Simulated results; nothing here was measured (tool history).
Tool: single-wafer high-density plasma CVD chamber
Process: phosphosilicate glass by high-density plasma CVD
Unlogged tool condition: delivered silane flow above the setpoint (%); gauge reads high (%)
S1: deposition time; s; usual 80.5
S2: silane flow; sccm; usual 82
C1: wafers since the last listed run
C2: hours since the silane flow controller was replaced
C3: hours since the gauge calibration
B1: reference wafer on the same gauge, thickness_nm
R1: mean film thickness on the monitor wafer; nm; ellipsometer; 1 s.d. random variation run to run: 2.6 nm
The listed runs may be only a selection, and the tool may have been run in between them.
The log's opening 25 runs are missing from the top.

| run | hour | S1 | S2 | C1 | C2 | C3 | B1 | R1 |
|---|---|---|---|---|---|---|---|---|
| 26 | 2329.2 | 80.5 | 82 | 545 | 488.3 | 1341.4 | 501.447 | 619.243 |
| 27 | 2412.5 | 74.0 | 82 | 1114 | 571.6 | 1424.7 | 501.652 | 575.268 |
| 28 | 2492.0 | 75.6 | 89 | 1063 | 651.1 | 1504.2 | 500.569 | 614.435 |
| 29 | 2569.5 | 91.5 | 66 | 1037 | 728.6 | 1581.7 | 500.081 | 596.838 |
| 30 | 2609.1 | 80.5 | 82 | 529 | 768.2 | 1621.3 | 501.033 | 621.637 |
| 31 | 2678.2 | 92.8 | 82 | 924 | 837.3 | 1690.4 | 500.886 | 719.215 |
| 32 | 2717.2 | 90.0 | 77 | 521 | 876.3 | 1729.4 | 501.345 | 660.092 |
| 33 | 2769.6 | 89.6 | 98 | 701 | 928.7 | 1781.8 | 501.534 | 795.147 |
| 34 | 2853.5 | 95.6 | 82 | 1122 | 1012.6 | 1865.7 | 501.324 | 738.438 |
| 35 | 2957.0 | 80.5 | 72 | 1385 | 1116.1 | 1969.2 | 501.599 | 559.853 |

4 options for the next run, each taken on its own from the tool as it stands now. Forecast them:
| A | 2957.4 | 89.0 | 82 | 5 | 1116.5 | 1969.6 | ? | ? |
| B | 2957.4 | 94.3 | 77 | 5 | 1116.5 | 1969.6 | ? | ? |
| C | 2957.4 | 88.4 | 97 | 5 | 1116.5 | 1969.6 | ? | ? |
| D | 2957.4 | 89.3 | 88 | 5 | 1116.5 | 1969.6 | ? | ? |

| run | B1 | R1 |
|---|---|---|
| A | 499.986 | 689.731 |
| B | 499.986 | 696.129 |
| C | 499.986 | 782.599 |
| D | 499.986 | 731.460 |
Without the tool's hidden state the same runs would have given:
| run | R1 |
|---|---|
| A | 679.755 |
| B | 686.061 |
| C | 771.280 |
| D | 720.881 |

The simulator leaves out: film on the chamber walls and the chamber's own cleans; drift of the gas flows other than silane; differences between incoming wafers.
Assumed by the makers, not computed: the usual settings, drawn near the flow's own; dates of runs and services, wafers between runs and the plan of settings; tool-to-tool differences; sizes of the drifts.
